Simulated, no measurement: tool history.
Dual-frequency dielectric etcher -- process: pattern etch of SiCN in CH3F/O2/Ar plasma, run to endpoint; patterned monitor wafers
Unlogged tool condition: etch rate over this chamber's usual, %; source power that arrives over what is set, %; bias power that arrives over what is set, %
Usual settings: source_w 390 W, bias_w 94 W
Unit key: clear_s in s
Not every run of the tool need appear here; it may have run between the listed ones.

| run | hour | source_w | bias_w | wafers since the last listed run | hours since the last wet clean | hours since the last source power generator calibration | hours since the last bias power generator calibration | hours since the last upper electrode change | incoming incoming film thickness, nm | clear_s |
|---|---|---|---|---|---|---|---|---|---|---|
| 1 | 0.0 | 360 | 94 | 0 | 457.1 | 3401.7 | 995.4 | 3640.2 | 9.19 | 22.7 |
| 2 | 36.0 | 470 | 94 | 707 | 493.1 | 3437.7 | 1031.4 | 3676.2 | 9.15 | 20.8 |
| 3 | 83.9 | 470 | 94 | 941 | 541.0 | 3485.6 | 1079.3 | 3724.1 | 9.29 | 20.9 |
| 4 | 151.5 | 470 | 94 | 1329 | 608.6 | 3553.2 | 1146.9 | 3791.7 | 9.22 | 21.2 |
|  | 191.3 | wet clean of the chamber |
| 5 | 191.8 | 390 | 94 | 320 | 0.5 | 3593.5 | 1187.2 | 3832.0 | 9.17 | 20.8 |
| 6 | 370.1 | 390 | 94 | 3505 | 178.8 | 3771.8 | 1365.5 | 4010.3 | 9.19 | 21.2 |
| 7 | 401.0 | 390 | 94 | 607 | 209.7 | 3802.7 | 1396.4 | 4041.2 | 9.19 | 21.3 |
| 8 | 435.0 | 390 | 94 | 668 | 243.7 | 3836.7 | 1430.4 | 4075.2 | 9.21 | 21.4 |
| 9 | 477.9 | 390 | 94 | 843 | 286.6 | 3879.6 | 1473.3 | 4118.1 | 9.15 | 21.3 |
| 10 | 522.9 | 390 | 94 | 884 | 331.6 | 3924.6 | 1518.3 | 4163.1 | 9.25 | 21.9 |
| 11 | 579.0 | 390 | 94 | 1103 | 387.7 | 3980.7 | 1574.4 | 4219.2 | 9.28 | 22.0 |
| 12 | 620.4 | 390 | 112 | 813 | 429.1 | 4022.1 | 1615.8 | 4260.6 | 9.12 | 20.7 |
| 13 | 675.9 | 390 | 112 | 1091 | 484.6 | 4077.6 | 1671.3 | 4316.1 | 9.11 | 21.0 |
|  | 734.1 | wet clean of the chamber |
|  | 757.2 | upper electrode replaced |
| 14 | 757.7 | 360 | 100 | 681 | 23.6 | 4159.4 | 1753.1 | 0.5 | 9.22 | 21.2 |
| 15 | 791.7 | 450 | 78 | 668 | 57.6 | 4193.4 | 1787.1 | 34.5 | 9.12 | 21.3 |
| 16 | 818.4 | 470 | 109 | 524 | 84.3 | 4220.1 | 1813.8 | 61.2 | 9.23 | 19.2 |
| 17 | 857.9 | 390 | 94 | 776 | 123.8 | 4259.6 | 1853.3 | 100.7 | 9.14 | 20.9 |
| 18 | 900.0 | 390 | 94 | 827 | 165.9 | 4301.7 | 1895.4 | 142.8 | 9.20 | 21.1 |
|  | 919.5 | source power generator calibrated |
| 19 | 968.3 | 390 | 80 | 1264 | 234.2 | 48.8 | 1963.7 | 211.1 | 9.17 | 22.2 |
| 20 | 1013.8 | 390 | 71 | 894 | 279.7 | 94.3 | 2009.2 | 256.6 | 9.24 | 23.6 |
|  | 1019.7 | bias power generator calibrated |
| 21 | 1040.0 | 470 | 117 | 436 | 305.9 | 120.5 | 20.3 | 282.8 | 9.20 | 19.0 |
| 22 | 1091.6 | 390 | 94 | 1014 | 357.5 | 172.1 | 71.9 | 334.4 | 9.06 | 21.5 |
| 23 | 1127.8 | 390 | 104 | 711 | 393.7 | 208.3 | 108.1 | 370.6 | 9.20 | 21.3 |
| 24 | 1198.8 | 390 | 94 | 1395 | 464.7 | 279.3 | 179.1 | 441.6 | 9.18 | 21.9 |
|  | 1229.6 | wet clean of the chamber |
| 25 | 1262.9 | 450 | 75 | 788 | 33.3 | 343.4 | 243.2 | 505.7 | 9.23 | 21.5 |
| 26 | 1319.1 | 360 | 81 | 1104 | 89.5 | 399.6 | 299.4 | 561.9 | 9.21 | 22.7 |
| 27 | 1382.8 | 490 | 86 | 1252 | 153.2 | 463.3 | 363.1 | 625.6 | 9.12 | 20.3 |

Predict each of these 3 candidate next runs independently; none follows another, all start after run 27:
| A | 1383.2 | 390 | 100 | 7 | 153.6 | 463.7 | 363.5 | 626.0 | 9.25 | ? |
| B | 1383.2 | 440 | 72 | 7 | 153.6 | 463.7 | 363.5 | 626.0 | 9.25 | ? |
| C | 1383.2 | 340 | 94 | 7 | 153.6 | 463.7 | 363.5 | 626.0 | 9.25 | ? |

| run | clear_s |
|---|---|
| A | 21.2 |
| B | 22.5 |
| C | 22.5 |
Take away the tool's hidden state, keep each run's random variation, and the runs would have read:
| run | clear_s |
|---|---|
| A | 20.8 |
| B | 22.1 |
| C | 22.1 |
